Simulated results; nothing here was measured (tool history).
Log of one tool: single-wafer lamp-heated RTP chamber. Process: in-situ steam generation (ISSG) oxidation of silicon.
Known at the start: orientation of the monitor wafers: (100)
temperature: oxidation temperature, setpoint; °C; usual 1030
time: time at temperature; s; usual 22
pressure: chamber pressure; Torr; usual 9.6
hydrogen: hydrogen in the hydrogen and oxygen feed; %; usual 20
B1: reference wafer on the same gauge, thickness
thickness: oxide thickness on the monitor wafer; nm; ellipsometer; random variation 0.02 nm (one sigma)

run 1 hour=0.0 | temperature=1026 time=22 pressure=9.6 hydrogen=20 | B1=6.851 | thickness=5.715
run 2 hour=97.8 | temperature=1026 time=22 pressure=9.6 hydrogen=20 | B1=6.852 | thickness=5.693
run 3 hour=177.4 | temperature=1026 time=22 pressure=9.6 hydrogen=20 | B1=6.847 | thickness=5.666
run 4 hour=225.8 | temperature=1030 time=29 pressure=9.6 hydrogen=20 | B1=6.846 | thickness=6.735
run 5 hour=293.8 | temperature=1030 time=24 pressure=9.6 hydrogen=20 | B1=6.852 | thickness=6.057
run 6 hour=362.1 | temperature=1030 time=25 pressure=9.6 hydrogen=20 | B1=6.847 | thickness=6.173
run 7 hour=669.3 | temperature=1030 time=25 pressure=9.6 hydrogen=20 | B1=6.852 | thickness=6.206
run 8 hour=754.5 | temperature=1030 time=22 pressure=9.6 hydrogen=20 | B1=6.849 | thickness=5.813
-- hour=768.4 pyrometer window cleaned and pyrometer calibrated
-- hour=949.3 gauge calibrated
run 9 hour=979.8 | temperature=1030 time=22 pressure=9.6 hydrogen=20 | B1=6.852 | thickness=5.819
-- hour=1035.9 hydrogen flow controller replaced
run 10 hour=1048.8 | temperature=1030 time=24 pressure=10.2 hydrogen=20 | B1=6.856 | thickness=5.959
run 11 hour=1122.6 | temperature=1030 time=24 pressure=10.2 hydrogen=20 | B1=6.855 | thickness=6.029
run 12 hour=1229.2 | temperature=1030 time=24 pressure=10.2 hydrogen=20 | B1=6.850 | thickness=5.990
run 13 hour=1267.8 | temperature=1036 time=22 pressure=9.6 hydrogen=20 | B1=6.849 | thickness=5.980
run 14 hour=1305.4 | temperature=1030 time=22 pressure=9.6 hydrogen=27 | B1=6.845 | thickness=6.193
run 15 hour=1357.2 | temperature=1036 time=22 pressure=9.6 hydrogen=20 | B1=6.852 | thickness=5.992
-- hour=1414.1 pressure gauge zeroed
run 16 hour=1455.5 | temperature=1030 time=15 pressure=8.2 hydrogen=25 | B1=6.849 | thickness=5.174
-- hour=1535.9 pyrometer window cleaned and pyrometer calibrated
run 17 hour=1553.3 | temperature=1015 time=25 pressure=9.6 hydrogen=20 | B1=6.852 | thickness=5.780
run 18 hour=1612.1 | temperature=1030 time=29 pressure=9.6 hydrogen=20 | B1=6.857 | thickness=6.721
run 19 hour=1682.7 | temperature=1030 time=22 pressure=9.6 hydrogen=20 | B1=6.855 | thickness=5.850
run 20 hour=1724.0 | temperature=1041 time=16 pressure=9.6 hydrogen=25 | B1=6.848 | thickness=5.470
run 21 hour=1801.4 | temperature=1016 time=30 pressure=9.6 hydrogen=20 | B1=6.847 | thickness=6.344
run 22 hour=1844.4 | temperature=1030 time=22 pressure=9.6 hydrogen=27 | B1=6.853 | thickness=6.227
run 23 hour=1920.4 | temperature=1015 time=25 pressure=9.6 hydrogen=20 | B1=6.847 | thickness=5.734
run 24 hour=1990.4 | temperature=1035 time=16 pressure=8.5 hydrogen=20 | B1=6.851 | thickness=5.156
run 25 hour=2085.9 | temperature=1030 time=27 pressure=9.6 hydrogen=28 | B1=6.849 | thickness=6.970
run 26 hour=2163.8 | temperature=1030 time=27 pressure=9.6 hydrogen=26 | B1=6.853 | thickness=6.831

The tool's hidden state at each run:
true wafer temperature minus pyrometer reading, K: 0 in every run
true pressure minus gauge reading, Torr: 0 in every run
deviation of the hydrogen flow from its setpoint, %: 0 in every run
gauge reads high (%): 0 in every run
